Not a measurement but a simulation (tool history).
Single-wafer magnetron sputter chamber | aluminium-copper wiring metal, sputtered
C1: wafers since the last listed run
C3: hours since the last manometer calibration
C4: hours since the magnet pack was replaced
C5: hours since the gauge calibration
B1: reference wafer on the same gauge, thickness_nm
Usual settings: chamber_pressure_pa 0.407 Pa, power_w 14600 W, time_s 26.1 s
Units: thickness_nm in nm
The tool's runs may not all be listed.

Run 1, day 0: usual settings; C1 0; wafers on the sputter target 5101; C3 525.3; C4 4574.3; C5 232.9; B1 598.038. Result: thickness_nm 612.25 nm.
Run 2, day 1.45: usual settings; C1 757; wafers on the sputter target 5859; C3 560.1; C4 4609.1; C5 267.7; B1 597.964. Result: thickness_nm 609.555 nm.
At day 2.646: sputter target and shields replaced.
Run 3, day 2.667: usual settings; C1 461; wafers on the sputter target 11; C3 589.3; C4 4638.3; C5 296.9; B1 597.541. Result: thickness_nm 627.798 nm.
Run 4, day 3.95: usual settings but power_w 12400 W; C1 670; wafers on the sputter target 682; C3 620.1; C4 4669.1; C5 327.7; B1 598.232. Result: thickness_nm 533.563 nm.
Run 5, day 4.662: usual settings but power_w 12400 W; C1 372; wafers on the sputter target 1054; C3 637.2; C4 4686.2; C5 344.8; B1 598.281. Result: thickness_nm 534.737 nm.
Run 6, day 5.5: usual settings but time_s 29 s; C1 437; wafers on the sputter target 1492; C3 657.3; C4 4706.3; C5 364.9; B1 598.071. Result: thickness_nm 689.332 nm.
Run 7, day 6.812: usual settings but time_s 29 s; C1 685; wafers on the sputter target 2177; C3 688.8; C4 4737.8; C5 396.4; B1 597.658. Result: thickness_nm 687.672 nm.
Run 8, day 7.392: usual settings but time_s 29 s; C1 302; wafers on the sputter target 2480; C3 702.7; C4 4751.7; C5 410.3; B1 598.539. Result: thickness_nm 687.958 nm.
Run 9, day 8.283: usual settings; C1 465; wafers on the sputter target 2946; C3 724.1; C4 4773.1; C5 431.7; B1 597.741. Result: thickness_nm 618.937 nm.
Run 10, day 9.233: usual settings but chamber_pressure_pa 0.537 Pa; C1 496; wafers on the sputter target 3442; C3 746.9; C4 4795.9; C5 454.5; B1 598.062. Result: thickness_nm 582.907 nm.
At day 9.604: magnet pack replaced.
At day 9.646: gauge calibrated.
Run 11, day 10.342: usual settings but chamber_pressure_pa 0.501 Pa, power_w 13800 W; C1 404; wafers on the sputter target 3847; C3 773.5; C4 17.7; C5 16.7; B1 597.529. Result: thickness_nm 558.944 nm.
Run 12, day 11.15: usual settings but chamber_pressure_pa 0.501 Pa, power_w 13800 W; C1 422; wafers on the sputter target 4269; C3 792.9; C4 37.1; C5 36.1; B1 597.464. Result: thickness_nm 559.014 nm.
Run 13, day 11.862: usual settings but chamber_pressure_pa 0.33 Pa, power_w 16150 W, time_s 23 s; C1 372; wafers on the sputter target 4642; C3 810; C4 54.2; C5 53.2; B1 598.077. Result: thickness_nm 619.492 nm.
Run 14, day 13.279: usual settings; C1 740; wafers on the sputter target 5382; C3 844; C4 88.2; C5 87.2; B1 597.751. Result: thickness_nm 613.909 nm.

Forecast run 15:
Run 15, day 14.238: usual settings but power_w 16100 W, time_s 29.4 s; C1 500; wafers on the sputter target 5883; C3 867; C4 111.2; C5 110.2; B1 ?. Result: thickness_nm ?.

{"run 15": {"B1": 598.091, "thickness_nm": 755.123}}
Without the tool's hidden state the same run would have given thickness_nm 777.851 nm.
